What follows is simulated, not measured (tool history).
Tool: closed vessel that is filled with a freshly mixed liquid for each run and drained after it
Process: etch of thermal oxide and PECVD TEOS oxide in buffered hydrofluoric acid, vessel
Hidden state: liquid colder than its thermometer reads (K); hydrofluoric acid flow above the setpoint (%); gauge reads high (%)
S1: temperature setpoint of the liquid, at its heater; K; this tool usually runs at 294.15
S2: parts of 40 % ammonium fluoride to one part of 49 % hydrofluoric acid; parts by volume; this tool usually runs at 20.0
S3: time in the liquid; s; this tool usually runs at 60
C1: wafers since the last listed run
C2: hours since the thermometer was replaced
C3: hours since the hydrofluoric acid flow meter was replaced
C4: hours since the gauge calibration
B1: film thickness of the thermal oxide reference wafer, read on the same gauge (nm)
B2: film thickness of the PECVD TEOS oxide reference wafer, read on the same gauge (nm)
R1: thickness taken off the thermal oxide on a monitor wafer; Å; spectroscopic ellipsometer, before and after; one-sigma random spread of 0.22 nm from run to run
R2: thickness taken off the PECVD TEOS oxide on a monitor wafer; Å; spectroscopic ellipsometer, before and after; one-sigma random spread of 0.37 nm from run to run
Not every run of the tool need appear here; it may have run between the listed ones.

run	day	S1	S2	S3	C1	C2	C3	C4	B1	B2	R1	R2
1	0.000	296.65	20.0	60	0	834.7	856.1	1240.8	70.00	50.01	339.6	550.3
2	2.746	296.65	20.0	60	4584	900.6	922.0	1306.7	69.97	50.02	341.2	547.9
3	5.317	294.15	20.0	60	4292	962.3	983.7	1368.4	70.01	50.00	292.8	472.0
4	7.829	294.15	25.5	60	4194	1022.6	1044.0	1428.7	70.04	49.99	241.0	393.8
5	10.200	294.15	20.0	60	3958	1079.5	1100.9	1485.6	69.99	49.98	293.2	475.4
6	12.371	294.15	20.0	60	3624	1131.6	1153.0	1537.7	70.01	50.01	291.3	474.3
7	13.429	294.15	20.0	60	1766	1157.0	1178.4	1563.1	69.99	49.99	294.5	473.6
8	14.975	294.15	18.5	60	2580	1194.1	1215.5	1600.2	69.99	50.02	313.1	510.5
9	17.721	292.65	20.0	60	4584	1260.0	1281.4	1666.1	70.00	50.00	266.3	437.6
# day 21.596: gauge calibrated
10	21.692	292.65	20.0	60	6629	1355.3	1376.7	2.3	70.01	49.99	267.6	434.7
11	23.417	292.65	20.0	60	2879	1396.7	1418.1	43.7	70.00	49.98	270.4	430.7
12	24.696	294.15	20.0	45	2135	1427.4	1448.8	74.4	69.99	50.01	219.0	362.3
13	26.583	299.15	16.0	45	3151	1472.7	1494.1	119.7	70.00	50.02	356.3	585.0
14	28.546	296.65	20.0	60	3276	1519.8	1541.2	166.8	70.01	50.00	335.7	549.9
15	29.900	297.65	22.0	70	2260	1552.3	1573.7	199.3	70.02	50.00	376.1	610.9
16	31.021	294.15	15.5	60	1871	1579.2	1600.6	226.2	69.97	50.01	378.6	617.2
17	32.396	294.15	20.0	75	2295	1612.2	1633.6	259.2	69.99	50.00	362.1	580.7
# day 32.808: hydrofluoric acid flow meter replaced
18	34.704	291.65	20.0	60	3784	1667.6	45.5	314.6	70.00	49.99	227.1	369.8
19	36.971	290.65	14.0	90	3784	1722.0	99.9	369.0	69.97	49.99	461.9	760.8
20	38.762	294.15	22.5	60	2991	1765.0	142.9	412.0	69.99	50.01	245.5	392.7
# day 39.525: thermometer replaced
21	41.371	294.15	20.0	60	4285	44.3	205.5	474.6	69.99	50.00	296.5	483.3
22	42.596	294.15	27.5	80	2045	73.7	234.9	504.0	70.00	50.00	314.1	518.7
23	45.304	294.15	20.0	60	4521	138.7	299.9	569.0	70.03	50.01	299.9	485.4
24	48.271	294.15	20.0	85	4952	209.9	371.1	640.2	70.02	49.99	420.3	687.9
25	50.888	294.15	20.0	60	4368	272.7	433.9	703.0	69.99	50.00	300.5	486.4
26	52.825	290.15	15.5	30	3234	319.2	480.4	749.5	69.98	50.00	150.6	246.1

Predict each of these 4 candidate next runs independently; none follows another, all start after run 26:
A	52.854	294.15	20.0	60	48	319.9	481.1	750.2	?	?	?	?
B	52.854	294.15	13.0	60	48	319.9	481.1	750.2	?	?	?	?
C	52.854	294.15	24.5	70	48	319.9	481.1	750.2	?	?	?	?
D	52.854	292.65	26.0	30	48	319.9	481.1	750.2	?	?	?	?

run	B1	B2	R1	R2
A	69.97	49.99	295.7	476.5
B	69.97	49.99	451.8	728.1
C	69.97	49.99	297.2	479.0
D	69.97	49.99	112.3	181.1
Had the tool no hidden state, the same runs would have come out as:
run	R1	R2
A	293.3	472.7
B	448.2	722.4
C	297.5	479.4
D	112.5	181.3
